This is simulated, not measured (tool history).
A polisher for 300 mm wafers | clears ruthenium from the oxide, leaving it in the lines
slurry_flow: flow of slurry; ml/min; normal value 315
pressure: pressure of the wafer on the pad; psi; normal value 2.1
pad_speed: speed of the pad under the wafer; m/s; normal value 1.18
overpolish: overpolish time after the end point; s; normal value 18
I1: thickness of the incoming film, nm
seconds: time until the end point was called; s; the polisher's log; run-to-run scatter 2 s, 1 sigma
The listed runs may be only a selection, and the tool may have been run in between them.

Run 1, day 0.000: usual settings; I1 178.4. Result: seconds 133.7 s.
Run 2, day 0.958: usual settings; I1 179.8. Result: seconds 135.7 s.
Run 3, day 1.354: usual settings; I1 180.6. Result: seconds 130.3 s.
Run 4, day 2.104: usual settings but pressure 1.9 psi; I1 178.7. Result: seconds 143.4 s.
Run 5, day 2.638: usual settings but pressure 1.9 psi; I1 178.5. Result: seconds 143.4 s.
Run 6, day 3.192: usual settings but pressure 1.9 psi; I1 179.2. Result: seconds 142.9 s.
Run 7, day 3.625: usual settings; I1 179.5. Result: seconds 132.2 s.
Run 8, day 4.033: usual settings; I1 180.4. Result: seconds 134.3 s.
Run 9, day 4.725: usual settings but slurry_flow 395 ml/min; I1 176.9. Result: seconds 130.5 s.
Run 10, day 5.012: usual settings; I1 179.7. Result: seconds 131.8 s.
Run 11, day 5.512: usual settings; I1 181.6. Result: seconds 133.4 s.
Run 12, day 5.962: usual settings; I1 181.9. Result: seconds 135.9 s.
Run 13, day 8.079: usual settings; I1 178.6. Result: seconds 132.9 s.
Run 14, day 8.754: usual settings; I1 179.7. Result: seconds 135.8 s.
Run 15, day 9.446: usual settings; I1 179.2. Result: seconds 130.9 s.
Run 16, day 10.083: usual settings but slurry_flow 230 ml/min, overpolish 27 s; I1 179.6. Result: seconds 137.4 s.
Run 17, day 10.625: usual settings but slurry_flow 385 ml/min; I1 180.2. Result: seconds 130.3 s.
Run 18, day 11.367: usual settings but slurry_flow 395 ml/min, pad_speed 1.34 m/s, overpolish 12 s; I1 179.7. Result: seconds 116.9 s.
Run 19, day 12.100: usual settings but pad_speed 1.50 m/s; I1 176.8. Result: seconds 103.8 s.
Run 20, day 12.675: usual settings but pressure 1.8 psi, pad_speed 1.06 m/s, overpolish 25 s; I1 180.8. Result: seconds 168.0 s.
Run 21, day 13.217: usual settings but slurry_flow 420 ml/min, pad_speed 1.30 m/s, overpolish 12 s; I1 181.5. Result: seconds 119.4 s.
Run 22, day 13.675: usual settings but pressure 2.8 psi, pad_speed 1.48 m/s, overpolish 29 s; I1 181.9. Result: seconds 87.5 s.
Run 23, day 14.300: usual settings but slurry_flow 260 ml/min, pressure 1.5 psi, pad_speed 1.06 m/s, overpolish 26 s; I1 179.2. Result: seconds 193.1 s.
Run 24, day 14.767: usual settings but overpolish 26 s; I1 179.5. Result: seconds 135.6 s.
Run 25, day 15.083: usual settings but pressure 1.9 psi; I1 183.0. Result: seconds 149.0 s.
Run 26, day 15.354: usual settings but pressure 2.8 psi; I1 180.7. Result: seconds 104.8 s.
Run 27, day 15.958: usual settings but slurry_flow 210 ml/min, pressure 1.6 psi, overpolish 28 s; I1 178.3. Result: seconds 166.4 s.
Run 28, day 16.546: usual settings but pad_speed 0.76 m/s; I1 180.8. Result: seconds 208.7 s.
Run 29, day 16.804: usual settings but overpolish 12 s; I1 179.8. Result: seconds 132.6 s.
Run 30, day 17.512: usual settings; I1 178.4. Result: seconds 134.2 s.
Run 31, day 18.596: usual settings but pad_speed 1.30 m/s; I1 182.2. Result: seconds 123.0 s.
Run 32, day 19.942: usual settings; I1 177.2. Result: seconds 132.1 s.
Run 33, day 20.204: usual settings; I1 180.7. Result: seconds 138.4 s.
Run 34, day 20.942: usual settings but pad_speed 0.78 m/s; I1 179.8. Result: seconds 203.2 s.
Run 35, day 21.646: usual settings but slurry_flow 400 ml/min, pressure 2.6 psi, pad_speed 1.46 m/s, overpolish 11 s; I1 178.6. Result: seconds 88.7 s.
Run 36, day 22.238: usual settings but overpolish 25 s; I1 181.7. Result: seconds 139.6 s.

Taken out of this log: 6 entries between the listed runs. Where each belongs, and how the hidden state differs across it:
Logged between run 11 and run 12: worn pad replaced by a new one (day 5.942)
  nothing in the hidden state changes from one run to the other
Logged between run 12 and run 13: slurry nozzle cleaned (day 7.129)
  nothing in the hidden state changes from one run to the other
Logged between run 19 and run 20: head pressure recalibrated (day 12.588)
  nothing in the hidden state changes from one run to the other
Logged between run 21 and run 22: worn pad replaced by a new one (day 13.654)
  nothing in the hidden state changes from one run to the other
Logged between run 29 and run 30: slurry nozzle cleaned (day 17.296)
  nothing in the hidden state changes from one run to the other
Logged between run 34 and run 35: worn pad replaced by a new one (day 21.625)
  nothing in the hidden state changes from one run to the other
